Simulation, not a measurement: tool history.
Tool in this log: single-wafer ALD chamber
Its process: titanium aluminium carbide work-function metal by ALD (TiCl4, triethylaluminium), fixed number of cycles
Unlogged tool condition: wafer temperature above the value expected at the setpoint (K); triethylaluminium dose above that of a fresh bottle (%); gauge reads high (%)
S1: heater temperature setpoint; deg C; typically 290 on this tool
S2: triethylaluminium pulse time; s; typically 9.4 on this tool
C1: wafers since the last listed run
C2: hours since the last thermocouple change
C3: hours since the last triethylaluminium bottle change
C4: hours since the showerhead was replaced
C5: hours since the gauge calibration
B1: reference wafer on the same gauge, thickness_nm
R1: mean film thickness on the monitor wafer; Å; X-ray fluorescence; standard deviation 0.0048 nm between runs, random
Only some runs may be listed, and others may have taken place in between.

Run 1, hour 0: usual settings but S1 283 deg C, S2 8.59 s; C1 0; C2 667.2; C3 464.8; C4 3198.1; C5 410; B1 1.739. Result: R1 18 Å.
Run 2, hour 55.9: usual settings but S1 295 deg C; C1 484; C2 723.1; C3 520.7; C4 3254; C5 465.9; B1 1.74. Result: R1 19.37 Å.
Run 3, hour 131.1: usual settings but S1 295 deg C; C1 651; C2 798.3; C3 595.9; C4 3329.2; C5 541.1; B1 1.739. Result: R1 19.39 Å.
Run 4, hour 175: usual settings but S1 285 deg C; C1 380; C2 842.2; C3 639.8; C4 3373.1; C5 585; B1 1.738. Result: R1 18.38 Å.
Run 5, hour 233.8: usual settings; C1 509; C2 901; C3 698.6; C4 3431.9; C5 643.8; B1 1.74. Result: R1 18.93 Å.
Run 6, hour 291.5: usual settings; C1 499; C2 958.7; C3 756.3; C4 3489.6; C5 701.5; B1 1.74. Result: R1 18.93 Å.
Run 7, hour 335: usual settings but S1 293 deg C; C1 376; C2 1002.2; C3 799.8; C4 3533.1; C5 745; B1 1.741. Result: R1 19.15 Å.
Run 8, hour 372.5: usual settings but S1 293 deg C; C1 324; C2 1039.7; C3 837.3; C4 3570.6; C5 782.5; B1 1.74. Result: R1 19.1 Å.
At hour 456.4: triethylaluminium bottle replaced.
Run 9, hour 476.9: usual settings but S1 296 deg C; C1 834; C2 1144.1; C3 20.5; C4 3675; C5 886.9; B1 1.74. Result: R1 19.5 Å.
Run 10, hour 531.9: usual settings but S1 282 deg C, S2 11.87 s; C1 476; C2 1199.1; C3 75.5; C4 3730; C5 941.9; B1 1.741. Result: R1 18.49 Å.
Run 11, hour 632.3: usual settings but S1 283 deg C, S2 6.44 s; C1 869; C2 1299.5; C3 175.9; C4 3830.4; C5 1042.3; B1 1.738. Result: R1 16.81 Å.
Run 12, hour 733.4: usual settings but S1 283 deg C, S2 6.44 s; C1 875; C2 1400.6; C3 277; C4 3931.5; C5 1143.4; B1 1.742. Result: R1 16.7 Å.
Run 13, hour 803: usual settings but S1 283 deg C, S2 12.05 s; C1 602; C2 1470.2; C3 346.6; C4 4001.1; C5 1213; B1 1.739. Result: R1 18.57 Å.
Run 14, hour 894.2: usual settings but S1 297 deg C, S2 7.49 s; C1 789; C2 1561.4; C3 437.8; C4 4092.3; C5 1304.2; B1 1.738. Result: R1 18.64 Å.
Run 15, hour 992.5: usual settings but S2 11.17 s; C1 851; C2 1659.7; C3 536.1; C4 4190.6; C5 1402.5; B1 1.741. Result: R1 19 Å.
Run 16, hour 1045.1: usual settings but S1 304 deg C, S2 10.8 s; C1 455; C2 1712.3; C3 588.7; C4 4243.2; C5 1455.1; B1 1.739. Result: R1 20.32 Å.
At hour 1071.6: thermocouple changed; heater temperature recalibrated.
Run 17, hour 1150.3: usual settings; C1 841; C2 78.7; C3 693.9; C4 4348.4; C5 1560.3; B1 1.74. Result: R1 19.05 Å.
Run 18, hour 1189.4: usual settings but S1 305 deg C; C1 338; C2 117.8; C3 733; C4 4387.5; C5 1599.4; B1 1.74. Result: R1 20.55 Å.
Run 19, hour 1250: usual settings but S1 275 deg C, S2 7.25 s; C1 524; C2 178.4; C3 793.6; C4 4448.1; C5 1660; B1 1.74. Result: R1 16.73 Å.
At hour 1351.7: showerhead replaced.
Run 20, hour 1359.8: usual settings but S1 277 deg C, S2 10.84 s; C1 881; C2 288.2; C3 903.4; C4 8.1; C5 1769.8; B1 1.741. Result: R1 18.02 Å.
At hour 1407: triethylaluminium bottle replaced.
Run 21, hour 1445.1: usual settings but S1 296 deg C, S2 12.52 s; C1 669; C2 373.5; C3 38.1; C4 93.4; C5 1855.1; B1 1.738. Result: R1 20.12 Å.
Run 22, hour 1538.3: usual settings but S2 6.99 s; C1 807; C2 466.7; C3 131.3; C4 186.6; C5 1948.3; B1 1.738. Result: R1 17.89 Å.
Run 23, hour 1643.3: usual settings but S2 6.62 s; C1 909; C2 571.7; C3 236.3; C4 291.6; C5 2053.3; B1 1.739. Result: R1 17.73 Å.
At hour 1784.8: gauge calibrated.
Run 24, hour 1893.4: usual settings; C1 2165; C2 821.8; C3 486.4; C4 541.7; C5 108.6; B1 1.741. Result: R1 18.9 Å.
Run 25, hour 1980.8: usual settings but S1 299 deg C, S2 11.45 s; C1 756; C2 909.2; C3 573.8; C4 629.1; C5 196; B1 1.742. Result: R1 20.3 Å.
Run 26, hour 2042.7: usual settings but S1 280 deg C, S2 10.77 s; C1 535; C2 971.1; C3 635.7; C4 691; C5 257.9; B1 1.741. Result: R1 18.18 Å.
Run 27, hour 2119.5: usual settings but S1 298 deg C, S2 7.02 s; C1 665; C2 1047.9; C3 712.5; C4 767.8; C5 334.7; B1 1.741. Result: R1 18.62 Å.
At hour 2187.5: triethylaluminium bottle replaced.
Run 28, hour 2209: usual settings; C1 705; C2 1137.4; C3 21.5; C4 857.3; C5 424.2; B1 1.74. Result: R1 18.84 Å.
Run 29, hour 2270.1: usual settings but S1 300 deg C, S2 11.96 s; C1 529; C2 1198.5; C3 82.6; C4 918.4; C5 485.3; B1 1.739. Result: R1 20.38 Å.
Run 30, hour 2347.9: usual settings; C1 673; C2 1276.3; C3 160.4; C4 996.2; C5 563.1; B1 1.741. Result: R1 18.95 Å.
Run 31, hour 2445.6: usual settings but S1 299 deg C, S2 11.59 s; C1 845; C2 1374; C3 258.1; C4 1093.9; C5 660.8; B1 1.74. Result: R1 20.19 Å.
Run 32, hour 2541: usual settings but S2 8.16 s; C1 826; C2 1469.4; C3 353.5; C4 1189.3; C5 756.2; B1 1.74. Result: R1 18.3 Å.
Run 33, hour 2676.6: usual settings but S1 303 deg C; C1 1174; C2 1605; C3 489.1; C4 1324.9; C5 891.8; B1 1.74. Result: R1 19.92 Å.

Each row is a separate what-if for the run after 33, all from the same tool condition, not one after another. Results?
Run A, hour 2677: usual settings; C1 3; C2 1605.4; C3 489.5; C4 1325.3; C5 892.2; B1 ?. Result: R1 ?.
Run B, hour 2677: usual settings but S1 280 deg C, S2 12.76 s; C1 3; C2 1605.4; C3 489.5; C4 1325.3; C5 892.2; B1 ?. Result: R1 ?.
Run C, hour 2677: usual settings but S1 299 deg C, S2 6.81 s; C1 3; C2 1605.4; C3 489.5; C4 1325.3; C5 892.2; B1 ?. Result: R1 ?.
Run D, hour 2677: usual settings but S1 301 deg C, S2 7.52 s; C1 3; C2 1605.4; C3 489.5; C4 1325.3; C5 892.2; B1 ?. Result: R1 ?.

run     B1     R1
  A  1.739  18.69
  B  1.739  18.22
  C  1.739  18.37
  D  1.739     19
Had the tool no hidden state, the same runs would have come out as:
run     R1
  A  19.02
  B  18.56
  C  18.68
  D  19.32
